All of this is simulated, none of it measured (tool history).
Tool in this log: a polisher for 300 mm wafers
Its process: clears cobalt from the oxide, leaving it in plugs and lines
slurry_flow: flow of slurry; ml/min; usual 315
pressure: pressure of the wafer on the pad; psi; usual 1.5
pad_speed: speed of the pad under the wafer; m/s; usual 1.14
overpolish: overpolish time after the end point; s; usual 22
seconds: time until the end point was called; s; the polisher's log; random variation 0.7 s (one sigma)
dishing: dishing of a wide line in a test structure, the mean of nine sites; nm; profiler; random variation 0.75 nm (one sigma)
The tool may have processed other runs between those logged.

| run | hour | slurry_flow | pressure | pad_speed | overpolish | incoming thickness of the incoming film, nm | seconds | dishing |
|---|---|---|---|---|---|---|---|---|
| 1 | 0.0 | 315 | 1.5 | 0.96 | 22 | 347.4 | 102.8 | 42.5 |
| 2 | 94.3 | 315 | 1.5 | 0.96 | 22 | 350.6 | 105.7 | 41.6 |
| 3 | 144.9 | 315 | 1.5 | 0.96 | 22 | 344.5 | 105.0 | 42.5 |
|  | 183.2 | worn pad replaced by a new one |
|  | 219.2 | slurry nozzle cleaned |
| 4 | 394.9 | 315 | 1.5 | 1.14 | 22 | 353.7 | 88.6 | 47.2 |
| 5 | 468.7 | 315 | 1.5 | 1.14 | 22 | 351.6 | 87.9 | 45.9 |
| 6 | 553.2 | 315 | 1.8 | 1.38 | 22 | 352.2 | 64.8 | 52.7 |
|  | 600.1 | worn pad replaced by a new one |
| 7 | 607.0 | 315 | 1.8 | 1.38 | 22 | 353.3 | 62.3 | 56.1 |
| 8 | 666.5 | 315 | 1.8 | 1.38 | 22 | 355.0 | 61.7 | 54.2 |
| 9 | 762.1 | 315 | 1.7 | 1.14 | 13 | 350.7 | 78.3 | 37.3 |
|  | 788.2 | head pressure recalibrated |
| 10 | 803.2 | 315 | 1.7 | 1.14 | 13 | 348.8 | 78.5 | 35.9 |
|  | 814.4 | slurry nozzle cleaned |
| 11 | 896.2 | 315 | 1.7 | 1.14 | 13 | 348.2 | 79.8 | 35.6 |
|  | 947.6 | worn pad replaced by a new one |
| 12 | 988.2 | 315 | 1.5 | 1.14 | 22 | 345.9 | 83.3 | 47.0 |
| 13 | 1027.1 | 315 | 1.5 | 1.14 | 22 | 349.3 | 85.0 | 48.1 |
| 14 | 1109.9 | 220 | 2.0 | 1.44 | 17 | 351.0 | 57.1 | 51.1 |
| 15 | 1189.4 | 360 | 1.2 | 1.36 | 22 | 343.6 | 85.4 | 46.9 |
| 16 | 1237.7 | 405 | 1.7 | 1.14 | 17 | 352.1 | 78.2 | 43.4 |
| 17 | 1288.8 | 230 | 1.5 | 0.94 | 12 | 345.6 | 107.7 | 27.8 |
|  | 1314.7 | worn pad replaced by a new one |
| 18 | 1328.9 | 315 | 1.1 | 1.14 | 28 | 353.0 | 109.1 | 46.3 |
|  | 1377.8 | slurry nozzle cleaned |
| 19 | 1421.1 | 315 | 1.2 | 1.38 | 22 | 349.6 | 85.5 | 47.3 |
| 20 | 1457.5 | 350 | 1.5 | 0.78 | 10 | 351.7 | 123.4 | 22.2 |
| 21 | 1552.1 | 420 | 2.0 | 1.42 | 33 | 347.4 | 53.6 | 61.0 |
| 22 | 1627.3 | 315 | 1.5 | 1.14 | 22 | 343.0 | 86.4 | 46.3 |
|  | 1676.5 | worn pad replaced by a new one |
| 23 | 1708.7 | 315 | 1.5 | 1.14 | 22 | 352.7 | 84.9 | 45.8 |
| 24 | 1780.5 | 315 | 1.8 | 1.46 | 12 | 342.6 | 57.2 | 41.7 |
|  | 1785.8 | head pressure recalibrated |
| 25 | 1835.4 | 315 | 1.5 | 1.14 | 22 | 347.9 | 86.1 | 48.3 |
| 26 | 1894.2 | 355 | 1.5 | 1.14 | 33 | 346.8 | 85.5 | 55.7 |
| 27 | 1946.3 | 280 | 1.5 | 1.36 | 22 | 347.1 | 74.1 | 49.4 |

Consider 4 possible next runs. They are alternatives, not a sequence: every one starts from the tool as it was left by run 27. What does each give?
| A | 1946.7 | 315 | 1.9 | 1.14 | 22 | 349.9 | ? | ? |
| B | 1946.7 | 275 | 1.0 | 1.04 | 30 | 349.9 | ? | ? |
| C | 1946.7 | 420 | 1.5 | 1.14 | 22 | 349.9 | ? | ? |
| D | 1946.7 | 315 | 1.5 | 1.14 | 14 | 349.9 | ? | ? |

| run | seconds | dishing |
|---|---|---|
| A | 71.4 | 51.6 |
| B | 133.1 | 44.7 |
| C | 85.2 | 47.7 |
| D | 87.2 | 36.3 |
With the hidden condition removed and each run's random variation left untouched, the same runs would have given:
| run | seconds | dishing |
|---|---|---|
| A | 67.9 | 52.7 |
| B | 126.6 | 45.9 |
| C | 81.0 | 48.9 |
| D | 82.9 | 37.5 |

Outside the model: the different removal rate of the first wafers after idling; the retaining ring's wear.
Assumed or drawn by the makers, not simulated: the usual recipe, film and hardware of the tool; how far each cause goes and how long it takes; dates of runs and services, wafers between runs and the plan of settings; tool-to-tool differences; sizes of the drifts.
